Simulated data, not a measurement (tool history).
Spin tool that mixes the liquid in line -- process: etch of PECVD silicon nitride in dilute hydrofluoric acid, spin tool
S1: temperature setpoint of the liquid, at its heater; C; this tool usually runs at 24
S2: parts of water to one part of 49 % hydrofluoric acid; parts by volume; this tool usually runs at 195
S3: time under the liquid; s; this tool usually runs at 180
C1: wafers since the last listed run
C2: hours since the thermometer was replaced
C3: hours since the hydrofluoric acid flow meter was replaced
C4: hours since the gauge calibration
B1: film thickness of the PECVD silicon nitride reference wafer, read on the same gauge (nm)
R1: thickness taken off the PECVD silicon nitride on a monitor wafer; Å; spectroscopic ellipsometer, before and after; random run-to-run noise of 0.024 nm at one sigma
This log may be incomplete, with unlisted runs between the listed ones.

run 1 hour=0 | S1=24 S2=255 S3=180 | C1=0 C2=2183.8 C3=1019.4 C4=137 | B1=109.968 | R1=32.31
-- hour=1.7 gauge calibrated
run 2 hour=6.3 | S1=24 S2=255 S3=180 | C1=28 C2=2190.1 C3=1025.7 C4=4.6 | B1=110.039 | R1=32.13
run 3 hour=19.2 | S1=24 S2=195 S3=180 | C1=57 C2=2203 C3=1038.6 C4=17.5 | B1=110.012 | R1=42.28
run 4 hour=32.4 | S1=24 S2=195 S3=180 | C1=58 C2=2216.2 C3=1051.8 C4=30.7 | B1=110.048 | R1=42.07
run 5 hour=46.5 | S1=22 S2=195 S3=180 | C1=62 C2=2230.3 C3=1065.9 C4=44.8 | B1=109.99 | R1=36.93
run 6 hour=58.3 | S1=24 S2=195 S3=180 | C1=52 C2=2242.1 C3=1077.7 C4=56.6 | B1=110.003 | R1=41.75
run 7 hour=68.7 | S1=24 S2=195 S3=180 | C1=46 C2=2252.5 C3=1088.1 C4=67 | B1=109.997 | R1=42.01
run 8 hour=78.2 | S1=24 S2=195 S3=180 | C1=42 C2=2262 C3=1097.6 C4=76.5 | B1=110.025 | R1=41.7
run 9 hour=85.9 | S1=24 S2=195 S3=180 | C1=34 C2=2269.7 C3=1105.3 C4=84.2 | B1=110.03 | R1=42.13
run 10 hour=96.1 | S1=24 S2=240 S3=180 | C1=45 C2=2279.9 C3=1115.5 C4=94.4 | B1=109.944 | R1=33.9
-- hour=100 thermometer replaced
run 11 hour=112.7 | S1=20.5 S2=160 S3=105 | C1=69 C2=12.7 C3=1132.1 C4=111 | B1=109.978 | R1=23.68
run 12 hour=121.2 | S1=24 S2=195 S3=180 | C1=37 C2=21.2 C3=1140.6 C4=119.5 | B1=110.001 | R1=41.48
-- hour=129.4 hydrofluoric acid flow meter replaced
run 13 hour=129.9 | S1=28 S2=140 S3=125 | C1=34 C2=29.9 C3=0.5 C4=128.2 | B1=109.975 | R1=57.67
run 14 hour=135.7 | S1=21 S2=255 S3=265 | C1=25 C2=35.7 C3=6.3 C4=134 | B1=110.017 | R1=43.13
-- hour=154.1 gauge calibrated
run 15 hour=159.6 | S1=22 S2=195 S3=180 | C1=106 C2=59.6 C3=30.2 C4=5.5 | B1=109.988 | R1=40.43
run 16 hour=176 | S1=24 S2=195 S3=180 | C1=73 C2=76 C3=46.6 C4=21.9 | B1=109.988 | R1=45.78
run 17 hour=184.5 | S1=26.5 S2=195 S3=180 | C1=37 C2=84.5 C3=55.1 C4=30.4 | B1=110.002 | R1=53.59
run 18 hour=197.4 | S1=26.5 S2=195 S3=275 | C1=57 C2=97.4 C3=68 C4=43.3 | B1=110.008 | R1=81.59
run 19 hour=211.3 | S1=28.5 S2=195 S3=180 | C1=61 C2=111.3 C3=81.9 C4=57.2 | B1=110.002 | R1=60.62
run 20 hour=220.7 | S1=19.5 S2=195 S3=180 | C1=41 C2=120.7 C3=91.3 C4=66.6 | B1=110.022 | R1=34.52
run 21 hour=237.2 | S1=25.5 S2=250 S3=100 | C1=73 C2=137.2 C3=107.8 C4=83.1 | B1=110.016 | R1=21.69

Forecast each of these 4 alternatives for the next run:
run A hour=237.7 | S1=24 S2=195 S3=180 | C1=2 C2=137.7 C3=108.3 C4=83.6 | B1=? | R1=?
run B hour=237.7 | S1=24 S2=145 S3=180 | C1=2 C2=137.7 C3=108.3 C4=83.6 | B1=? | R1=?
run C hour=237.7 | S1=21.5 S2=150 S3=180 | C1=2 C2=137.7 C3=108.3 C4=83.6 | B1=? | R1=?
run D hour=237.7 | S1=24 S2=195 S3=115 | C1=2 C2=137.7 C3=108.3 C4=83.6 | B1=? | R1=?

run=A B1=109.985 R1=45.65
run=B B1=109.985 R1=61.21
run=C B1=109.985 R1=50.3
run=D B1=109.985 R1=29.17
Without the tool's hidden state the same runs would have given:
run=A R1=47
run=B R1=63.01
run=C R1=51.77
run=D R1=30.03
